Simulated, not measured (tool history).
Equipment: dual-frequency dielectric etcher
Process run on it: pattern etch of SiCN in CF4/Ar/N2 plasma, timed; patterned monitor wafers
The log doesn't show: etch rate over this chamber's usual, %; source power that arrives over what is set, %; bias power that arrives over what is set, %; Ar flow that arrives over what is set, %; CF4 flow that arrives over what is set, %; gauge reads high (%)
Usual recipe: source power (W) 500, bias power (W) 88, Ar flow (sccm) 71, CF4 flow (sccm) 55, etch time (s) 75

run   hour  source power (W)  bias power (W)  Ar flow (sccm)  CF4 flow (sccm)  etch time (s)  wafers since the last listed run  hours since the last wet clean  hours since the last source power generator calibration  hours since the last bias power generator calibration  hours since the last Ar flow controller change  hours since the last CF4 flow controller change  hours since the last upper electrode change  hours since the gauge calibration  read-back reference wafer on the same gauge, depth_nm  mean etch depth across the wafer (Å)
  1    0.0               500              94              71               55             75                                 0                           344.9                                                   2064.6                                                 4004.7                                          4972.4                                           4071.4                                       3384.2                              143.7                                                   84.5                                   812
  2   13.9               500              94              71               55             75                               204                           358.8                                                   2078.5                                                 4018.6                                          4986.3                                           4085.3                                       3398.1                              157.6                                                   84.5                                   813
  3   20.5               500             101              71               55             75                                97                           365.4                                                   2085.1                                                 4025.2                                          4992.9                                           4091.9                                       3404.7                              164.2                                                   84.6                                   822
  4   32.7               500             101              71               55             75                               179                           377.6                                                   2097.3                                                 4037.4                                          5005.1                                           4104.1                                       3416.9                              176.4                                                   84.5                                   829
  5   48.4               500             101              71               55             75                               231                           393.3                                                   2113.0                                                 4053.1                                          5020.8                                           4119.8                                       3432.6                              192.1                                                   84.5                                   827
      68.4  -- CF4 flow controller replaced
  6   68.9               500              88              71               55             75                               213                           413.8                                                   2133.5                                                 4073.6                                          5041.3                                              0.5                                       3453.1                              212.6                                                   84.4                                   808
      74.4  -- gauge calibrated
  7  115.3               500              88              71               55             75                               683                           460.2                                                   2179.9                                                 4120.0                                          5087.7                                             46.9                                       3499.5                               40.9                                                   84.4                                   809
  8  133.2               500              88              84               55             75                               263                           478.1                                                   2197.8                                                 4137.9                                          5105.6                                             64.8                                       3517.4                               58.8                                                   84.4                                   789
     144.7  -- Ar flow controller replaced
     157.3  -- wet clean of the chamber
  9  157.8               450              88              65               55             75                                89                             0.5                                                   2222.4                                                 4162.5                                            13.1                                             89.4                                       3542.0                               83.4                                                   84.5                                   698
 10  163.7               500             108              71               55             89                                86                             6.4                                                   2228.3                                                 4168.4                                            19.0                                             95.3                                       3547.9                               89.3                                                   84.6                                   952
 11  179.7               500              88              66               55             75                               235                            22.4                                                   2244.3                                                 4184.4                                            35.0                                            111.3                                       3563.9                              105.3                                                   84.5                                   779
     188.5  -- bias power generator calibrated
     191.8  -- source power generator calibrated
 12  192.3               500              88              71               55             75                                77                            35.0                                                      0.5                                                    3.8                                            47.6                                            123.9                                       3576.5                              117.9                                                   84.6                                   774
 13  202.2               500              88              71               55             75                               145                            44.9                                                     10.4                                                   13.7                                            57.5                                            133.8                                       3586.4                              127.8                                                   84.5                                   776
     227.5  -- upper electrode replaced
 14  228.0               500              74              71               50             75                                26                            70.7                                                     36.2                                                   39.5                                            83.3                                            159.6                                          0.5                              153.6                                                   84.5                                   742
 15  228.3               500              88              71               55             75                                 4                            71.0                                                     36.5                                                   39.8                                            83.6                                            159.9                                          0.8                              153.9                                                   84.6                                   778

Run 16 has not been measured yet. What should we expect?
 16  238.0               500              88              71               55             66                               142                            80.7                                                     46.2                                                   49.5                                            93.3                                            169.6                                         10.5                              163.6                                                      ?                                     ?

{"run 16": {"read-back reference wafer on the same gauge, depth_nm": 84.5, "mean etch depth across the wafer (Å)": 685}}
Had the tool carried no hidden state, the very same run would have given mean etch depth across the wafer (Å) 675.

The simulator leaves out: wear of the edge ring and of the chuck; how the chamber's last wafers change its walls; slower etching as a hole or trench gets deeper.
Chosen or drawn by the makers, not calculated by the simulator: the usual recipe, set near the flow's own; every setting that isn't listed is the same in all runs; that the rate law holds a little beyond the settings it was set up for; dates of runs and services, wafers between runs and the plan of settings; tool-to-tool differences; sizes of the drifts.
